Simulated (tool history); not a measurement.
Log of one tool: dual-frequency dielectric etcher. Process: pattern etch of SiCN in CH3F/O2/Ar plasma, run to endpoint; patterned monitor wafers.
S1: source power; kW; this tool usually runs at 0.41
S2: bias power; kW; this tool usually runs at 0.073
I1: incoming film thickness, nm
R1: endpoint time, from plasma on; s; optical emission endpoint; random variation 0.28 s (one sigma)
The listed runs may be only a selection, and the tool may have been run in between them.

run 1 hour=0 | S1=0.39 S2=0.073 | I1=11.78 | R1=33.1
run 2 hour=12.5 | S1=0.39 S2=0.073 | I1=11.8 | R1=33.6
run 3 hour=26.6 | S1=0.41 S2=0.073 | I1=11.71 | R1=32.2
run 4 hour=63.8 | S1=0.41 S2=0.073 | I1=11.65 | R1=32.2
run 5 hour=96.8 | S1=0.41 S2=0.073 | I1=11.62 | R1=32.2
run 6 hour=117.6 | S1=0.35 S2=0.073 | I1=11.71 | R1=35.6
run 7 hour=137.6 | S1=0.35 S2=0.073 | I1=11.68 | R1=35.3
run 8 hour=168.6 | S1=0.48 S2=0.08 | I1=11.65 | R1=28.8
run 9 hour=200.8 | S1=0.48 S2=0.08 | I1=11.73 | R1=29
run 10 hour=241.7 | S1=0.47 S2=0.082 | I1=11.74 | R1=29.3
run 11 hour=274.5 | S1=0.32 S2=0.061 | I1=11.64 | R1=40
run 12 hour=308 | S1=0.44 S2=0.059 | I1=11.72 | R1=32.9
run 13 hour=336.8 | S1=0.35 S2=0.088 | I1=11.69 | R1=34.3
run 14 hour=364.4 | S1=0.47 S2=0.082 | I1=11.69 | R1=29
run 15 hour=380.1 | S1=0.41 S2=0.073 | I1=11.5 | R1=31.5
run 16 hour=402.3 | S1=0.48 S2=0.059 | I1=11.61 | R1=30.5
run 17 hour=429.4 | S1=0.34 S2=0.056 | I1=11.7 | R1=38.9
run 18 hour=459.4 | S1=0.41 S2=0.073 | I1=11.65 | R1=32.4

Removed from this log: 4 entries logged between the listed runs. Between which two listed runs does each belong, and how does the tool's hidden state at the listed run before it compare with that at the listed run after it?
Run 10 -> run 11: source power generator calibrated (hour 271.8)
  the hidden state is the same at both runs
Run 12 -> run 13: wet clean of the chamber (hour 335.5); upper electrode replaced (hour 336.3)
  the hidden state is the same at both runs
Run 13 -> run 14: bias power generator calibrated (hour 358.7)
  the hidden state is the same at both runs
